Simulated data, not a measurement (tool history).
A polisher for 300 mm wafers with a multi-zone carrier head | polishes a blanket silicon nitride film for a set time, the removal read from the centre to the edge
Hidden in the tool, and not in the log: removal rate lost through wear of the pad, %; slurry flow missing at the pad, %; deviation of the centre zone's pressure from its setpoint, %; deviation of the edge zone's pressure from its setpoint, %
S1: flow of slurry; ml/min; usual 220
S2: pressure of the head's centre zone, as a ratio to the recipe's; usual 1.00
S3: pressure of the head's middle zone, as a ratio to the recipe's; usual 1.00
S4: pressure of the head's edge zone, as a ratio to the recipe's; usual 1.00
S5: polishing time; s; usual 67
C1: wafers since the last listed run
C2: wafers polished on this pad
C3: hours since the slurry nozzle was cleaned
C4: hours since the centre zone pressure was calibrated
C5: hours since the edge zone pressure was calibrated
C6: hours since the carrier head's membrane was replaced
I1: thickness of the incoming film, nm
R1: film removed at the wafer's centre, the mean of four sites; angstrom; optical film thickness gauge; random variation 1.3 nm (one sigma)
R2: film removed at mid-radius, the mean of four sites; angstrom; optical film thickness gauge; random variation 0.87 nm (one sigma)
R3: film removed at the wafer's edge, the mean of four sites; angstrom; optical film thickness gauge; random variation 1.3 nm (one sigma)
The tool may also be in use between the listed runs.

{"run": 1, "hour": 0.0, "S1": 220, "S2": 1.0, "S3": 1.0, "S4": 1.0, "S5": 67, "C1": 0, "C2": 1283, "C3": 735.4, "C4": 986.1, "C5": 932.4, "C6": 1046.5, "I1": 393.1, "R1": 1092, "R2": 1069, "R3": 1071}
{"run": 2, "hour": 11.0, "S1": 220, "S2": 1.0, "S3": 1.0, "S4": 1.0, "S5": 67, "C1": 109, "C2": 1393, "C3": 746.4, "C4": 997.1, "C5": 943.4, "C6": 1057.5, "I1": 390.0, "R1": 1096, "R2": 1089, "R3": 1069}
{"hour": 17.6, "done": "worn pad replaced by a new one"}
{"run": 3, "hour": 25.6, "S1": 220, "S2": 1.0, "S3": 1.0, "S4": 1.0, "S5": 67, "C1": 105, "C2": 79, "C3": 761.0, "C4": 1011.7, "C5": 958.0, "C6": 1072.1, "I1": 384.7, "R1": 1200, "R2": 1190, "R3": 1160}
{"run": 4, "hour": 34.9, "S1": 220, "S2": 1.0, "S3": 1.0, "S4": 1.0, "S5": 67, "C1": 92, "C2": 172, "C3": 770.3, "C4": 1021.0, "C5": 967.3, "C6": 1081.4, "I1": 387.4, "R1": 1174, "R2": 1161, "R3": 1148}
{"run": 5, "hour": 48.3, "S1": 220, "S2": 1.0, "S3": 1.0, "S4": 0.91, "S5": 67, "C1": 133, "C2": 306, "C3": 783.7, "C4": 1034.4, "C5": 980.7, "C6": 1094.8, "I1": 389.1, "R1": 1132, "R2": 1130, "R3": 1083}
{"run": 6, "hour": 64.2, "S1": 220, "S2": 1.0, "S3": 1.0, "S4": 1.0, "S5": 67, "C1": 158, "C2": 465, "C3": 799.6, "C4": 1050.3, "C5": 996.6, "C6": 1110.7, "I1": 386.8, "R1": 1146, "R2": 1128, "R3": 1090}
{"hour": 79.1, "done": "carrier head's membrane replaced by a new one, of another model than before"}
{"run": 7, "hour": 81.9, "S1": 220, "S2": 1.0, "S3": 1.05, "S4": 1.0, "S5": 54, "C1": 126, "C2": 592, "C3": 817.3, "C4": 1068.0, "C5": 1014.3, "C6": 2.8, "I1": 382.6, "R1": 912, "R2": 929, "R3": 885}
{"run": 8, "hour": 99.2, "S1": 220, "S2": 1.0, "S3": 1.05, "S4": 1.0, "S5": 54, "C1": 172, "C2": 765, "C3": 834.6, "C4": 1085.3, "C5": 1031.6, "C6": 20.1, "I1": 390.0, "R1": 879, "R2": 912, "R3": 881}
{"run": 9, "hour": 106.5, "S1": 220, "S2": 1.0, "S3": 1.05, "S4": 1.0, "S5": 54, "C1": 72, "C2": 838, "C3": 841.9, "C4": 1092.6, "C5": 1038.9, "C6": 27.4, "I1": 392.9, "R1": 888, "R2": 911, "R3": 868}
{"hour": 111.3, "done": "centre zone pressure recalibrated"}
{"run": 10, "hour": 115.1, "S1": 220, "S2": 1.0, "S3": 1.0, "S4": 1.0, "S5": 67, "C1": 65, "C2": 904, "C3": 850.5, "C4": 3.8, "C5": 1047.5, "C6": 36.0, "I1": 385.9, "R1": 1082, "R2": 1103, "R3": 1089}
{"hour": 118.1, "done": "edge zone pressure recalibrated"}
{"hour": 140.9, "done": "slurry nozzle cleaned"}
{"run": 11, "hour": 149.5, "S1": 220, "S2": 0.94, "S3": 0.9, "S4": 1.0, "S5": 47, "C1": 313, "C2": 1218, "C3": 8.6, "C4": 38.2, "C5": 31.4, "C6": 70.4, "I1": 387.7, "R1": 722, "R2": 718, "R3": 755}
{"run": 12, "hour": 158.3, "S1": 220, "S2": 1.0, "S3": 1.0, "S4": 1.0, "S5": 67, "C1": 87, "C2": 1306, "C3": 17.4, "C4": 47.0, "C5": 40.2, "C6": 79.2, "I1": 390.1, "R1": 1103, "R2": 1085, "R3": 1074}
{"hour": 163.7, "done": "worn pad replaced by a new one"}
{"run": 13, "hour": 167.2, "S1": 280, "S2": 1.0, "S3": 0.97, "S4": 1.0, "S5": 67, "C1": 48, "C2": 35, "C3": 26.3, "C4": 55.9, "C5": 49.1, "C6": 88.1, "I1": 390.4, "R1": 1217, "R2": 1178, "R3": 1200}
{"run": 14, "hour": 176.5, "S1": 220, "S2": 1.0, "S3": 1.0, "S4": 1.0, "S5": 67, "C1": 92, "C2": 128, "C3": 35.6, "C4": 65.2, "C5": 58.4, "C6": 97.4, "I1": 387.7, "R1": 1193, "R2": 1189, "R3": 1139}
{"run": 15, "hour": 183.0, "S1": 275, "S2": 1.0, "S3": 1.0, "S4": 1.0, "S5": 67, "C1": 64, "C2": 193, "C3": 42.1, "C4": 71.7, "C5": 64.9, "C6": 103.9, "I1": 390.6, "R1": 1186, "R2": 1189, "R3": 1165}
{"run": 16, "hour": 190.3, "S1": 220, "S2": 1.07, "S3": 0.91, "S4": 1.0, "S5": 67, "C1": 72, "C2": 266, "C3": 49.4, "C4": 79.0, "C5": 72.2, "C6": 111.2, "I1": 393.6, "R1": 1224, "R2": 1089, "R3": 1143}
{"run": 17, "hour": 198.9, "S1": 220, "S2": 0.94, "S3": 0.91, "S4": 1.0, "S5": 84, "C1": 85, "C2": 352, "C3": 58.0, "C4": 87.6, "C5": 80.8, "C6": 119.8, "I1": 391.9, "R1": 1367, "R2": 1336, "R3": 1391}
{"run": 18, "hour": 209.2, "S1": 220, "S2": 1.06, "S3": 1.0, "S4": 1.0, "S5": 75, "C1": 102, "C2": 455, "C3": 68.3, "C4": 97.9, "C5": 91.1, "C6": 130.1, "I1": 390.7, "R1": 1325, "R2": 1263, "R3": 1261}
{"run": 19, "hour": 225.9, "S1": 220, "S2": 1.0, "S3": 1.0, "S4": 1.0, "S5": 67, "C1": 166, "C2": 621, "C3": 85.0, "C4": 114.6, "C5": 107.8, "C6": 146.8, "I1": 397.0, "R1": 1126, "R2": 1113, "R3": 1108}
{"run": 20, "hour": 241.6, "S1": 220, "S2": 1.0, "S3": 1.0, "S4": 1.0, "S5": 67, "C1": 156, "C2": 778, "C3": 100.7, "C4": 130.3, "C5": 123.5, "C6": 162.5, "I1": 391.5, "R1": 1122, "R2": 1103, "R3": 1093}
{"run": 21, "hour": 254.3, "S1": 220, "S2": 1.0, "S3": 1.0, "S4": 1.0, "S5": 53, "C1": 126, "C2": 905, "C3": 113.4, "C4": 143.0, "C5": 136.2, "C6": 175.2, "I1": 387.2, "R1": 883, "R2": 873, "R3": 860}

What the log doesn't show, run by run:
slurry flow missing at the pad, %: 0 in every run
deviation of the centre zone's pressure from its setpoint, %: 0 in every run
deviation of the edge zone's pressure from its setpoint, %: 0 in every run
H1: removal rate lost through wear of the pad, %
run=1 H1=9.73
run=2 H1=9.83
run=3 H1=2.47
run=4 H1=3.98
run=5 H1=5.66
run=6 H1=7.06
run=7 H1=8.12
run=8 H1=8.8
run=9 H1=9.01
run=10 H1=9.22
run=11 H1=9.74
run=12 H1=9.82
run=13 H1=0.838
run=14 H1=2.52
run=15 H1=3.49
run=16 H1=4.42
run=17 H1=5.33
run=18 H1=6.2
run=19 H1=7.23
run=20 H1=7.89
run=21 H1=8.28

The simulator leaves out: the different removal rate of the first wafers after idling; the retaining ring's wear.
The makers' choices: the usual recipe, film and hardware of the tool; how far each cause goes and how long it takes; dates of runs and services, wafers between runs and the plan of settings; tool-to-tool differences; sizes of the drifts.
